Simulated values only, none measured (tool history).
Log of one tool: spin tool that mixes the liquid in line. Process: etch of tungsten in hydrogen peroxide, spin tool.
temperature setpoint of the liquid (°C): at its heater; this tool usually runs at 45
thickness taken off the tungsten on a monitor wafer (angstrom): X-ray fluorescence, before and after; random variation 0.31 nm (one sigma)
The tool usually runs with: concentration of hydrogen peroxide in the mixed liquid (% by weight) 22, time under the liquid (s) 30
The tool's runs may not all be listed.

| run | hour | temperature setpoint of the liquid (°C) | concentration of hydrogen peroxide in the mixed liquid (% by weight) | time under the liquid (s) | wafers since the last listed run | hours since the thermometer was replaced | hours since the peroxide flow meter was replaced | hours since the heated supply line was repaired | hours since the drum of peroxide was connected | hours since the gauge calibration | read-back film thickness of the tungsten reference wafer, read on the same gauge (nm) | thickness taken off the tungsten on a monitor wafer (angstrom) |
|---|---|---|---|---|---|---|---|---|---|---|---|---|
| 1 | 0 | 45 | 22 | 30 | 0 | 1021.3 | 1770.4 | 2294.3 | 722.5 | 604 | 90 | 538.6 |
| 2 | 32.2 | 45 | 22 | 30 | 568 | 1053.5 | 1802.6 | 2326.5 | 754.7 | 636.2 | 90.01 | 535.1 |
| 3 | 56.4 | 42.5 | 22 | 30 | 427 | 1077.7 | 1826.8 | 2350.7 | 778.9 | 660.4 | 90 | 452.1 |
| 4 | 80.5 | 54 | 16 | 50 | 425 | 1101.8 | 1850.9 | 2374.8 | 803 | 684.5 | 90.02 | 1336.8 |
|  | 98.8 | heated supply line repaired |
| 5 | 111.7 | 45 | 17.5 | 30 | 533 | 1133 | 1882.1 | 12.9 | 834.2 | 715.7 | 89.99 | 477.8 |
|  | 114.4 | peroxide flow meter replaced |
| 6 | 134.5 | 45 | 26.5 | 45 | 384 | 1155.8 | 20.1 | 35.7 | 857 | 738.5 | 90.01 | 890.9 |
|  | 145.4 | gauge calibrated |
|  | 148.4 | thermometer replaced |
| 7 | 153.7 | 45 | 22 | 30 | 321 | 5.3 | 39.3 | 54.9 | 876.2 | 8.3 | 90.02 | 546 |
|  | 157.2 | new drum of peroxide connected |
| 8 | 177.5 | 53.5 | 22 | 30 | 402 | 29.1 | 63.1 | 78.7 | 20.3 | 32.1 | 89.98 | 925.7 |
| 9 | 211.1 | 41 | 25 | 45 | 593 | 62.7 | 96.7 | 112.3 | 53.9 | 65.7 | 90 | 683.7 |
| 10 | 226.7 | 45 | 17.5 | 35 | 275 | 78.3 | 112.3 | 127.9 | 69.5 | 81.3 | 89.98 | 565.3 |
| 11 | 240 | 45 | 19.5 | 30 | 234 | 91.6 | 125.6 | 141.2 | 82.8 | 94.6 | 90.03 | 518.8 |
| 12 | 256.6 | 38 | 24 | 15 | 293 | 108.2 | 142.2 | 157.8 | 99.4 | 111.2 | 89.97 | 183 |
| 13 | 290.3 | 39.5 | 18.5 | 15 | 594 | 141.9 | 175.9 | 191.5 | 133.1 | 144.9 | 89.99 | 176.5 |
| 14 | 319.1 | 45 | 22 | 30 | 508 | 170.7 | 204.7 | 220.3 | 161.9 | 173.7 | 89.99 | 546.1 |
|  | 344.5 | peroxide flow meter replaced, repeated, since the last time left the tool worse |
| 15 | 408.8 | 39 | 22 | 30 | 1565 | 260.4 | 64.3 | 310 | 251.6 | 263.4 | 89.99 | 349 |
| 16 | 424 | 39.5 | 16 | 30 | 268 | 275.6 | 79.5 | 325.2 | 266.8 | 278.6 | 90 | 305 |
| 17 | 457 | 45 | 22 | 30 | 582 | 308.6 | 112.5 | 358.2 | 299.8 | 311.6 | 89.97 | 511.6 |
| 18 | 471.1 | 45 | 17.5 | 15 | 248 | 322.7 | 126.6 | 372.3 | 313.9 | 325.7 | 89.99 | 230.8 |
| 19 | 492.6 | 41 | 25 | 45 | 379 | 344.2 | 148.1 | 393.8 | 335.4 | 347.2 | 90 | 633.5 |
| 20 | 528.6 | 36.5 | 27 | 30 | 635 | 380.2 | 184.1 | 429.8 | 371.4 | 383.2 | 89.97 | 325.7 |
| 21 | 548.8 | 45 | 22 | 30 | 356 | 400.4 | 204.3 | 450 | 391.6 | 403.4 | 89.98 | 514.6 |
| 22 | 562.9 | 45 | 22 | 30 | 248 | 414.5 | 218.4 | 464.1 | 405.7 | 417.5 | 90.02 | 507.1 |
| 23 | 593.4 | 45 | 27.5 | 35 | 538 | 445 | 248.9 | 494.6 | 436.2 | 448 | 89.99 | 678 |
| 24 | 611.6 | 40.5 | 24 | 50 | 321 | 463.2 | 267.1 | 512.8 | 454.4 | 466.2 | 90.01 | 673.8 |
| 25 | 624.6 | 35.5 | 22 | 30 | 229 | 476.2 | 280.1 | 525.8 | 467.4 | 479.2 | 90 | 280 |
| 26 | 639.1 | 55 | 25.5 | 35 | 255 | 490.7 | 294.6 | 540.3 | 481.9 | 493.7 | 90 | 1193.2 |
| 27 | 652.2 | 45 | 22 | 30 | 231 | 503.8 | 307.7 | 553.4 | 495 | 506.8 | 90.01 | 518.8 |

The tool's hidden state at each run:
liquid hotter than its thermometer reads (K): 0 in every run
temperature lost on the way to the wafer (K): 0 in every run
peroxide weaker than its label (%): 0 in every run
gauge reads high (%): 0 in every run
H1: peroxide flow above the setpoint (%)
| run | H1 |
|---|---|
| 1 | 8.85 |
| 2 | 8.99 |
| 3 | 9.1 |
| 4 | 9.21 |
| 5 | 9.35 |
| 6 | 14.6 |
| 7 | 14.7 |
| 8 | 14.8 |
| 9 | 15 |
| 10 | 15.1 |
| 11 | 15.1 |
| 12 | 15.2 |
| 13 | 15.4 |
| 14 | 15.5 |
| 15 | 0.604 |
| 16 | 0.672 |
| 17 | 0.822 |
| 18 | 0.886 |
| 19 | 0.984 |
| 20 | 1.15 |
| 21 | 1.24 |
| 22 | 1.3 |
| 23 | 1.44 |
| 24 | 1.52 |
| 25 | 1.58 |
| 26 | 1.65 |
| 27 | 1.71 |
